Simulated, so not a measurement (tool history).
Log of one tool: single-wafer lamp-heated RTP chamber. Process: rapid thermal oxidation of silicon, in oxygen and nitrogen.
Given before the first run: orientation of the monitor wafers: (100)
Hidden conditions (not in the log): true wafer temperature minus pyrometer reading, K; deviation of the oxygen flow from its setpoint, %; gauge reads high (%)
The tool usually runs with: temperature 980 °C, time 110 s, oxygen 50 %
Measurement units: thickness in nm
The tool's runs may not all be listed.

run   hour  temperature  time  oxygen  wafers since the last listed run  wafers since the last pyrometer calibration  hours since the oxygen flow controller was replaced  hours since the gauge calibration  read-back reference wafer on the same gauge, thickness  thickness
  1      0         1001    95      50                                 0                                         2896                                               1870.7                              241.7                                                   6.104      6.845
  2   26.7          980   110      50                               241                                         3138                                               1897.4                              268.4                                                   6.099      6.293
  3   83.9          980   110      50                               517                                         3655                                               1954.6                              325.6                                                   6.099      6.323
  4   99.1          980   110      50                               137                                         3792                                               1969.8                              340.8                                                   6.103      6.307
  5  123.9          980   110      50                               224                                         4016                                               1994.6                              365.6                                                   6.099      6.343
  6  153.2          980   110      50                               264                                         4281                                               2023.9                              394.9                                                   6.097      6.334
  7    172          980   110      50                               169                                         4451                                               2042.7                              413.7                                                   6.099      6.308
     214.7  -- oxygen flow controller replaced
  8  215.2          965   110      50                               318                                         4769                                                  0.5                              456.9                                                   6.098      5.756
  9  224.1          965   110      50                                80                                         4850                                                  9.4                              465.8                                                   6.102      5.759
 10  245.6          965   110      50                               194                                         5044                                                 30.9                              487.3                                                   6.096      5.774
     262.4  -- pyrometer window cleaned and pyrometer calibrated
 11  266.8          980   110      30                               119                                           39                                                 52.1                              508.5                                                   6.098      5.314
 12  279.3          980   110      30                               112                                          152                                                 64.6                                521                                                   6.106       5.31
 13  295.5          980   110      50                               146                                          298                                                 80.8                              537.2                                                     6.1      6.287
 14  327.6          993   110      50                               290                                          589                                                112.9                              569.3                                                   6.098        6.9
 15  351.9          980   125      39                               219                                          808                                                137.2                              593.6                                                   6.101      6.118
 16  369.8          980   110      50                               161                                          970                                                155.1                              611.5                                                   6.101      6.277
 17  395.2          980    88      50                               229                                         1200                                                180.5                              636.9                                                   6.096      5.712
 18  411.1          980   110      50                               143                                         1343                                                196.4                              652.8                                                   6.104      6.275
 19  430.7          980   159      50                               177                                         1521                                                  216                              672.4                                                     6.1      7.404
 20  448.7          956   110      70                               162                                         1683                                                  234                              690.4                                                   6.103       5.92
     521.1  -- gauge calibrated
 21  538.7          999    79      79                               813                                         2497                                                  324                               17.6                                                   6.103      7.378
 22  556.5          965   137      30                               160                                         2658                                                341.8                               35.4                                                   6.101      5.271
 23  583.1          980    85      70                               240                                         2898                                                368.4                                 62                                                   6.098      6.347
 24  618.3          980   110      50                               318                                         3216                                                403.6                               97.2                                                   6.096      6.337
 25  648.3          980   110      50                               271                                         3487                                                433.6                              127.2                                                   6.096      6.337
 26    670          980   110      68                               196                                         3684                                                455.3                              148.9                                                   6.098      7.033
 27  687.6          959   163      66                               159                                         3843                                                472.9                              166.5                                                   6.098      7.077
 28  700.7          989   148      77                               118                                         3961                                                  486                              179.6                                                     6.1      9.076
 29  724.7          980    87      50                               216                                         4178                                                  510                              203.6                                                   6.102      5.741
 30  754.7          980   110      50                               271                                         4449                                                  540                              233.6                                                     6.1      6.345
 31  786.4          966   110      71                               286                                         4736                                                571.7                              265.3                                                     6.1      6.473
 32  815.4          972   127      78                               262                                         4998                                                600.7                              294.3                                                   6.102       7.47
 33  830.3          990    56      50                               134                                         5132                                                615.6                              309.2                                                   6.099      5.131
 34  853.4          965   110      50                               208                                         5341                                                638.7                              332.3                                                   6.101      5.705
 35  881.1          997    73      61                               250                                         5592                                                666.4                                360                                                   6.096       6.47
 36  903.3          980   110      67                               200                                         5792                                                688.6                              382.2                                                   6.098      7.066
     914.4  -- pyrometer window cleaned and pyrometer calibrated
 37  933.3          972   157      75                               198                                          170                                                718.6                              412.2                                                   6.097      7.945
 38  950.5          980   110      23                               155                                          326                                                735.8                              429.4                                                   6.097      4.852
 39  983.2          963   158      30                               295                                          621                                                768.5                              462.1                                                   6.099      5.451

Exercise: give the hidden state of the tool at every run:
gauge reads high (%): 0 on each run
H1: true wafer temperature minus pyrometer reading, K
H2: deviation of the oxygen flow from its setpoint, %
run     H1      H2
  1   1.85   -7.02
  2   1.99   -7.05
  3   2.29   -7.09
  4   2.37    -7.1
  5    2.5   -7.12
  6   2.65   -7.14
  7   2.75   -7.15
  8   2.98  -0.889
  9   3.03  -0.993
 10   3.14   -1.24
 11  0.177   -1.48
 12  0.242   -1.61
 13  0.328   -1.79
 14  0.497   -2.12
 15  0.625   -2.36
 16  0.719   -2.53
 17  0.853   -2.77
 18  0.937   -2.91
 19   1.04   -3.09
 20   1.14   -3.24
 21   1.61   -3.96
 22    1.7   -4.09
 23   1.84   -4.28
 24   2.03   -4.52
 25   2.19   -4.72
 26    2.3   -4.86
 27   2.39   -4.97
 28   2.46   -5.05
 29   2.59   -5.19
 30   2.75   -5.36
 31   2.91   -5.53
 32   3.07   -5.68
 33   3.15   -5.75
 34   3.27   -5.87
 35   3.41      -6
 36   3.53    -6.1
 37  0.201   -6.23
 38  0.292   -6.31
 39  0.464   -6.44

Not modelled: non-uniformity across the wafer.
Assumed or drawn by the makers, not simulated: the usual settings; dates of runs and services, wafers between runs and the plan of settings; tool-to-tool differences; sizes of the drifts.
